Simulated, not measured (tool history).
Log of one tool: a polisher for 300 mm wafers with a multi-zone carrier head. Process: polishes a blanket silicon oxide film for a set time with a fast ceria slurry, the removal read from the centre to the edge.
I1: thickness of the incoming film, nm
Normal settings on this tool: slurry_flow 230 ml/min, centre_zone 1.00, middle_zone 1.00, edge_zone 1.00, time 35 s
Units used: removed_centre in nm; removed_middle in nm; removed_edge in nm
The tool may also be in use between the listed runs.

{"run": 1, "hour": 0.0, "slurry_flow": 230, "centre_zone": 1.0, "middle_zone": 1.0, "edge_zone": 1.0, "time": 35, "I1": 1868.0, "removed_centre": 599.0, "removed_middle": 606.1, "removed_edge": 608.8}
{"run": 2, "hour": 77.4, "slurry_flow": 230, "centre_zone": 1.0, "middle_zone": 1.0, "edge_zone": 1.0, "time": 35, "I1": 1854.6, "removed_centre": 594.9, "removed_middle": 594.6, "removed_edge": 606.4}
{"hour": 85.8, "done": "carrier head's membrane replaced by a new one"}
{"hour": 139.9, "done": "worn pad replaced by a new one"}
{"run": 3, "hour": 156.9, "slurry_flow": 230, "centre_zone": 1.0, "middle_zone": 1.0, "edge_zone": 1.0, "time": 35, "I1": 1836.6, "removed_centre": 589.3, "removed_middle": 603.2, "removed_edge": 605.7}
{"hour": 180.2, "done": "centre zone pressure recalibrated"}
{"run": 4, "hour": 237.0, "slurry_flow": 230, "centre_zone": 1.0, "middle_zone": 1.0, "edge_zone": 1.0, "time": 35, "I1": 1866.6, "removed_centre": 582.5, "removed_middle": 589.1, "removed_edge": 596.1}
{"run": 5, "hour": 273.3, "slurry_flow": 230, "centre_zone": 1.0, "middle_zone": 1.0, "edge_zone": 1.0, "time": 35, "I1": 1863.2, "removed_centre": 585.8, "removed_middle": 584.4, "removed_edge": 596.3}
{"hour": 293.0, "done": "slurry nozzle cleaned"}
{"run": 6, "hour": 318.0, "slurry_flow": 230, "centre_zone": 1.0, "middle_zone": 1.0, "edge_zone": 1.0, "time": 35, "I1": 1894.6, "removed_centre": 612.9, "removed_middle": 613.0, "removed_edge": 625.1}
{"run": 7, "hour": 413.6, "slurry_flow": 230, "centre_zone": 1.0, "middle_zone": 1.0, "edge_zone": 1.06, "time": 35, "I1": 1843.0, "removed_centre": 590.8, "removed_middle": 599.3, "removed_edge": 621.8}
{"run": 8, "hour": 491.1, "slurry_flow": 230, "centre_zone": 1.0, "middle_zone": 1.0, "edge_zone": 1.0, "time": 35, "I1": 1837.5, "removed_centre": 591.8, "removed_middle": 614.5, "removed_edge": 604.7}
{"hour": 559.4, "done": "edge zone pressure recalibrated"}
{"run": 9, "hour": 569.6, "slurry_flow": 230, "centre_zone": 1.0, "middle_zone": 1.0, "edge_zone": 1.0, "time": 35, "I1": 1855.2, "removed_centre": 588.2, "removed_middle": 599.5, "removed_edge": 609.7}
{"hour": 580.4, "done": "carrier head's membrane replaced by a new one"}
{"hour": 585.0, "done": "worn pad replaced by a new one"}
{"run": 10, "hour": 637.1, "slurry_flow": 230, "centre_zone": 1.0, "middle_zone": 1.0, "edge_zone": 1.0, "time": 35, "I1": 1859.3, "removed_centre": 589.1, "removed_middle": 589.2, "removed_edge": 601.1}
{"hour": 689.0, "done": "slurry nozzle cleaned"}
{"run": 11, "hour": 709.9, "slurry_flow": 230, "centre_zone": 1.0, "middle_zone": 1.0, "edge_zone": 1.0, "time": 35, "I1": 1886.8, "removed_centre": 609.9, "removed_middle": 608.9, "removed_edge": 626.4}
{"run": 12, "hour": 778.2, "slurry_flow": 230, "centre_zone": 0.95, "middle_zone": 1.0, "edge_zone": 0.95, "time": 42, "I1": 1855.1, "removed_centre": 689.8, "removed_middle": 727.8, "removed_edge": 711.0}
{"run": 13, "hour": 841.3, "slurry_flow": 265, "centre_zone": 1.0, "middle_zone": 1.12, "edge_zone": 1.0, "time": 35, "I1": 1873.3, "removed_centre": 599.4, "removed_middle": 656.7, "removed_edge": 612.2}
{"run": 14, "hour": 884.4, "slurry_flow": 230, "centre_zone": 1.0, "middle_zone": 1.0, "edge_zone": 1.0, "time": 27, "I1": 1878.9, "removed_centre": 453.3, "removed_middle": 470.7, "removed_edge": 464.3}
{"run": 15, "hour": 975.5, "slurry_flow": 230, "centre_zone": 0.95, "middle_zone": 1.0, "edge_zone": 1.0, "time": 35, "I1": 1848.3, "removed_centre": 555.1, "removed_middle": 578.7, "removed_edge": 600.6}
{"hour": 995.0, "done": "worn pad replaced by a new one"}
{"run": 16, "hour": 1067.6, "slurry_flow": 230, "centre_zone": 0.93, "middle_zone": 1.0, "edge_zone": 1.0, "time": 29, "I1": 1870.1, "removed_centre": 448.7, "removed_middle": 483.9, "removed_edge": 500.5}
{"hour": 1093.6, "done": "carrier head's membrane replaced by a new one"}
{"hour": 1143.7, "done": "slurry nozzle cleaned"}
{"run": 17, "hour": 1164.7, "slurry_flow": 295, "centre_zone": 1.0, "middle_zone": 1.0, "edge_zone": 0.92, "time": 35, "I1": 1877.3, "removed_centre": 620.7, "removed_middle": 617.8, "removed_edge": 600.5}
{"run": 18, "hour": 1250.2, "slurry_flow": 230, "centre_zone": 1.0, "middle_zone": 1.0, "edge_zone": 1.0, "time": 29, "I1": 1859.2, "removed_centre": 494.2, "removed_middle": 508.2, "removed_edge": 506.4}
{"run": 19, "hour": 1300.3, "slurry_flow": 230, "centre_zone": 1.08, "middle_zone": 1.0, "edge_zone": 1.0, "time": 35, "I1": 1862.8, "removed_centre": 627.6, "removed_middle": 583.1, "removed_edge": 600.0}
{"hour": 1378.3, "done": "worn pad replaced by a new one"}
{"hour": 1527.4, "done": "slurry nozzle cleaned"}
{"run": 20, "hour": 1541.3, "slurry_flow": 230, "centre_zone": 1.05, "middle_zone": 1.0, "edge_zone": 1.0, "time": 35, "I1": 1868.9, "removed_centre": 633.3, "removed_middle": 617.0, "removed_edge": 615.7}
{"hour": 1555.7, "done": "edge zone pressure recalibrated"}
{"run": 21, "hour": 1583.5, "slurry_flow": 230, "centre_zone": 0.9, "middle_zone": 1.0, "edge_zone": 1.0, "time": 35, "I1": 1874.7, "removed_centre": 545.7, "removed_middle": 614.4, "removed_edge": 624.8}

The tool's hidden state at each run:
removal rate lost through wear of the pad, %: 0 in every run
deviation of the centre zone's pressure from its setpoint, %: 0 in every run
deviation of the edge zone's pressure from its setpoint, %: 0 in every run
H1: slurry flow missing at the pad, %
run=1 H1=20.7
run=2 H1=30.9
run=3 H1=36.8
run=4 H1=40.1
run=5 H1=41.1
run=6 H1=7.76
run=7 H1=25.3
run=8 H1=32.9
run=9 H1=37.2
run=10 H1=39.4
run=11 H1=8.64
run=12 H1=22.8
run=13 H1=30.9
run=14 H1=34.6
run=15 H1=39.6
run=16 H1=42.1
run=17 H1=17.1
run=18 H1=33.9
run=19 H1=39.8
run=20 H1=7.36
run=21 H1=17.4

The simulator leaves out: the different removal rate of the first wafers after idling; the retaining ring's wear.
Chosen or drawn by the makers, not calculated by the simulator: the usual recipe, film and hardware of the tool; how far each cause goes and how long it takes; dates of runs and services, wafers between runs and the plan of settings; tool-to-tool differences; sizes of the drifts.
